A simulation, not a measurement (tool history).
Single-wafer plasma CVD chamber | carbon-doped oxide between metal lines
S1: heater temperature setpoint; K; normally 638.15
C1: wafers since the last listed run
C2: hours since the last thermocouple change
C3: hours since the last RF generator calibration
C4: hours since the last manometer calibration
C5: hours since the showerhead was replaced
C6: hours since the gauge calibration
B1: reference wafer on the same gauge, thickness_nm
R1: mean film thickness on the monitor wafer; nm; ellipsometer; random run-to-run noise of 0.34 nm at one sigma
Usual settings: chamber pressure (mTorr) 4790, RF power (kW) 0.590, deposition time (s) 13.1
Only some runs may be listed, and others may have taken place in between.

{"run": 1, "hour": 0.0, "S1": 638.15, "chamber pressure (mTorr)": 4790, "RF power (kW)": 0.635, "deposition time (s)": 13.1, "C1": 0, "C2": 1444.1, "C3": 804.2, "C4": 994.5, "C5": 4235.9, "C6": 1065.5, "B1": 71.249, "R1": 75.627}
{"run": 2, "hour": 39.2, "S1": 638.15, "chamber pressure (mTorr)": 4790, "RF power (kW)": 0.59, "deposition time (s)": 12.4, "C1": 779, "C2": 1483.3, "C3": 843.4, "C4": 1033.7, "C5": 4275.1, "C6": 1104.7, "B1": 71.313, "R1": 68.709}
{"run": 3, "hour": 65.6, "S1": 638.15, "chamber pressure (mTorr)": 4790, "RF power (kW)": 0.59, "deposition time (s)": 13.1, "C1": 524, "C2": 1509.7, "C3": 869.8, "C4": 1060.1, "C5": 4301.5, "C6": 1131.1, "B1": 71.325, "R1": 71.239}
{"run": 4, "hour": 133.0, "S1": 638.15, "chamber pressure (mTorr)": 4790, "RF power (kW)": 0.59, "deposition time (s)": 13.1, "C1": 1339, "C2": 1577.1, "C3": 937.2, "C4": 1127.5, "C5": 4368.9, "C6": 1198.5, "B1": 71.337, "R1": 71.462}
{"run": 5, "hour": 171.2, "S1": 638.15, "chamber pressure (mTorr)": 4790, "RF power (kW)": 0.59, "deposition time (s)": 13.1, "C1": 759, "C2": 1615.3, "C3": 975.4, "C4": 1165.7, "C5": 4407.1, "C6": 1236.7, "B1": 71.355, "R1": 71.219}
{"hour": 222.2, "done": "showerhead replaced"}
{"run": 6, "hour": 222.7, "S1": 638.15, "chamber pressure (mTorr)": 4790, "RF power (kW)": 0.59, "deposition time (s)": 13.1, "C1": 864, "C2": 1666.8, "C3": 1026.9, "C4": 1217.2, "C5": 0.5, "C6": 1288.2, "B1": 71.312, "R1": 71.243}
{"hour": 244.6, "done": "RF generator calibrated"}
{"run": 7, "hour": 269.2, "S1": 638.15, "chamber pressure (mTorr)": 4790, "RF power (kW)": 0.59, "deposition time (s)": 13.1, "C1": 765, "C2": 1713.3, "C3": 24.6, "C4": 1263.7, "C5": 47.0, "C6": 1334.7, "B1": 71.307, "R1": 73.291}
{"run": 8, "hour": 330.1, "S1": 638.15, "chamber pressure (mTorr)": 4790, "RF power (kW)": 0.59, "deposition time (s)": 13.1, "C1": 1210, "C2": 1774.2, "C3": 85.5, "C4": 1324.6, "C5": 107.9, "C6": 1395.6, "B1": 71.317, "R1": 73.154}
{"run": 9, "hour": 362.4, "S1": 638.15, "chamber pressure (mTorr)": 4790, "RF power (kW)": 0.59, "deposition time (s)": 13.1, "C1": 642, "C2": 1806.5, "C3": 117.8, "C4": 1356.9, "C5": 140.2, "C6": 1427.9, "B1": 71.305, "R1": 73.917}
{"run": 10, "hour": 431.7, "S1": 647.15, "chamber pressure (mTorr)": 5620, "RF power (kW)": 0.69, "deposition time (s)": 13.1, "C1": 1377, "C2": 1875.8, "C3": 187.1, "C4": 1426.2, "C5": 209.5, "C6": 1497.2, "B1": 71.269, "R1": 81.562}
{"hour": 435.4, "done": "gauge calibrated"}
{"run": 11, "hour": 479.8, "S1": 638.15, "chamber pressure (mTorr)": 4790, "RF power (kW)": 0.59, "deposition time (s)": 13.1, "C1": 956, "C2": 1923.9, "C3": 235.2, "C4": 1474.3, "C5": 257.6, "C6": 44.4, "B1": 71.305, "R1": 73.25}
{"run": 12, "hour": 539.9, "S1": 628.15, "chamber pressure (mTorr)": 3840, "RF power (kW)": 0.59, "deposition time (s)": 10.6, "C1": 1194, "C2": 1984.0, "C3": 295.3, "C4": 1534.4, "C5": 317.7, "C6": 104.5, "B1": 71.324, "R1": 59.461}
{"run": 13, "hour": 577.9, "S1": 623.15, "chamber pressure (mTorr)": 4790, "RF power (kW)": 0.535, "deposition time (s)": 13.1, "C1": 755, "C2": 2022.0, "C3": 333.3, "C4": 1572.4, "C5": 355.7, "C6": 142.5, "B1": 71.383, "R1": 71.898}
{"hour": 609.2, "done": "thermocouple changed; heater temperature recalibrated"}
{"hour": 623.4, "done": "capacitance manometer re-zeroed and calibrated"}
{"run": 14, "hour": 624.8, "S1": 638.15, "chamber pressure (mTorr)": 5190, "RF power (kW)": 0.59, "deposition time (s)": 13.1, "C1": 614, "C2": 15.6, "C3": 380.2, "C4": 1.4, "C5": 402.6, "C6": 189.4, "B1": 71.264, "R1": 73.765}
{"run": 15, "hour": 650.8, "S1": 626.15, "chamber pressure (mTorr)": 4790, "RF power (kW)": 0.59, "deposition time (s)": 13.1, "C1": 516, "C2": 41.6, "C3": 406.2, "C4": 27.4, "C5": 428.6, "C6": 215.4, "B1": 71.256, "R1": 75.355}
{"run": 16, "hour": 717.2, "S1": 642.15, "chamber pressure (mTorr)": 5420, "RF power (kW)": 0.67, "deposition time (s)": 13.1, "C1": 1320, "C2": 108.0, "C3": 472.6, "C4": 93.8, "C5": 495.0, "C6": 281.8, "B1": 71.265, "R1": 79.536}
{"run": 17, "hour": 753.7, "S1": 628.15, "chamber pressure (mTorr)": 3840, "RF power (kW)": 0.59, "deposition time (s)": 10.6, "C1": 725, "C2": 144.5, "C3": 509.1, "C4": 130.3, "C5": 531.5, "C6": 318.3, "B1": 71.291, "R1": 58.593}
{"run": 18, "hour": 825.2, "S1": 638.15, "chamber pressure (mTorr)": 4500, "RF power (kW)": 0.59, "deposition time (s)": 14.5, "C1": 1421, "C2": 216.0, "C3": 580.6, "C4": 201.8, "C5": 603.0, "C6": 389.8, "B1": 71.254, "R1": 79.308}
{"run": 19, "hour": 880.1, "S1": 642.15, "chamber pressure (mTorr)": 5930, "RF power (kW)": 0.485, "deposition time (s)": 14.1, "C1": 1091, "C2": 270.9, "C3": 635.5, "C4": 256.7, "C5": 657.9, "C6": 444.7, "B1": 71.305, "R1": 69.437}
{"run": 20, "hour": 940.9, "S1": 633.15, "chamber pressure (mTorr)": 5640, "RF power (kW)": 0.59, "deposition time (s)": 13.1, "C1": 1208, "C2": 331.7, "C3": 696.3, "C4": 317.5, "C5": 718.7, "C6": 505.5, "B1": 71.251, "R1": 75.676}
{"run": 21, "hour": 964.9, "S1": 638.15, "chamber pressure (mTorr)": 4790, "RF power (kW)": 0.59, "deposition time (s)": 14.1, "C1": 477, "C2": 355.7, "C3": 720.3, "C4": 341.5, "C5": 742.7, "C6": 529.5, "B1": 71.317, "R1": 77.416}
{"run": 22, "hour": 1024.5, "S1": 642.15, "chamber pressure (mTorr)": 3930, "RF power (kW)": 0.7, "deposition time (s)": 12.2, "C1": 1184, "C2": 415.3, "C3": 779.9, "C4": 401.1, "C5": 802.3, "C6": 589.1, "B1": 71.303, "R1": 72.471}
{"run": 23, "hour": 1074.9, "S1": 649.15, "chamber pressure (mTorr)": 4790, "RF power (kW)": 0.59, "deposition time (s)": 13.1, "C1": 1001, "C2": 465.7, "C3": 830.3, "C4": 451.5, "C5": 852.7, "C6": 639.5, "B1": 71.338, "R1": 69.831}
{"run": 24, "hour": 1131.6, "S1": 638.15, "chamber pressure (mTorr)": 4790, "RF power (kW)": 0.59, "deposition time (s)": 13.1, "C1": 1127, "C2": 522.4, "C3": 887.0, "C4": 508.2, "C5": 909.4, "C6": 696.2, "B1": 71.308, "R1": 72.013}
{"run": 25, "hour": 1167.9, "S1": 642.15, "chamber pressure (mTorr)": 4790, "RF power (kW)": 0.685, "deposition time (s)": 14.8, "C1": 721, "C2": 558.7, "C3": 923.3, "C4": 544.5, "C5": 945.7, "C6": 732.5, "B1": 71.293, "R1": 88.32}
{"run": 26, "hour": 1195.2, "S1": 643.15, "chamber pressure (mTorr)": 5740, "RF power (kW)": 0.68, "deposition time (s)": 10.6, "C1": 542, "C2": 586.0, "C3": 950.6, "C4": 571.8, "C5": 973.0, "C6": 759.8, "B1": 71.312, "R1": 64.905}
{"run": 27, "hour": 1262.0, "S1": 652.15, "chamber pressure (mTorr)": 4790, "RF power (kW)": 0.59, "deposition time (s)": 13.1, "C1": 1328, "C2": 652.8, "C3": 1017.4, "C4": 638.6, "C5": 1039.8, "C6": 826.6, "B1": 71.32, "R1": 68.813}
{"run": 28, "hour": 1302.4, "S1": 638.15, "chamber pressure (mTorr)": 4160, "RF power (kW)": 0.59, "deposition time (s)": 13.1, "C1": 803, "C2": 693.2, "C3": 1057.8, "C4": 679.0, "C5": 1080.2, "C6": 867.0, "B1": 71.286, "R1": 70.074}
{"hour": 1510.7, "done": "RF generator calibrated"}
{"run": 29, "hour": 1517.7, "S1": 652.15, "chamber pressure (mTorr)": 5780, "RF power (kW)": 0.655, "deposition time (s)": 13.1, "C1": 4121, "C2": 908.5, "C3": 7.0, "C4": 894.3, "C5": 1295.5, "C6": 1082.3, "B1": 71.238, "R1": 78.383}

Branching from run 29: 3 alternative next runs. What would each branch give?
{"run": "A", "hour": 1518.1, "S1": 638.15, "chamber pressure (mTorr)": 4790, "RF power (kW)": 0.59, "deposition time (s)": 14.5, "C1": 7, "C2": 908.9, "C3": 7.4, "C4": 894.7, "C5": 1295.9, "C6": 1082.7, "B1": "?", "R1": "?"}
{"run": "B", "hour": 1518.1, "S1": 627.15, "chamber pressure (mTorr)": 3710, "RF power (kW)": 0.59, "deposition time (s)": 10.8, "C1": 7, "C2": 908.9, "C3": 7.4, "C4": 894.7, "C5": 1295.9, "C6": 1082.7, "B1": "?", "R1": "?"}
{"run": "C", "hour": 1518.1, "S1": 650.15, "chamber pressure (mTorr)": 4790, "RF power (kW)": 0.59, "deposition time (s)": 13.9, "C1": 7, "C2": 908.9, "C3": 7.4, "C4": 894.7, "C5": 1295.9, "C6": 1082.7, "B1": "?", "R1": "?"}

run=A B1=71.255 R1=81.048
run=B B1=71.255 R1=60.407
run=C B1=71.255 R1=75.619
What these runs would have given with no unlogged condition in the tool:
run=A R1=81.139
run=B R1=60.475
run=C R1=75.704
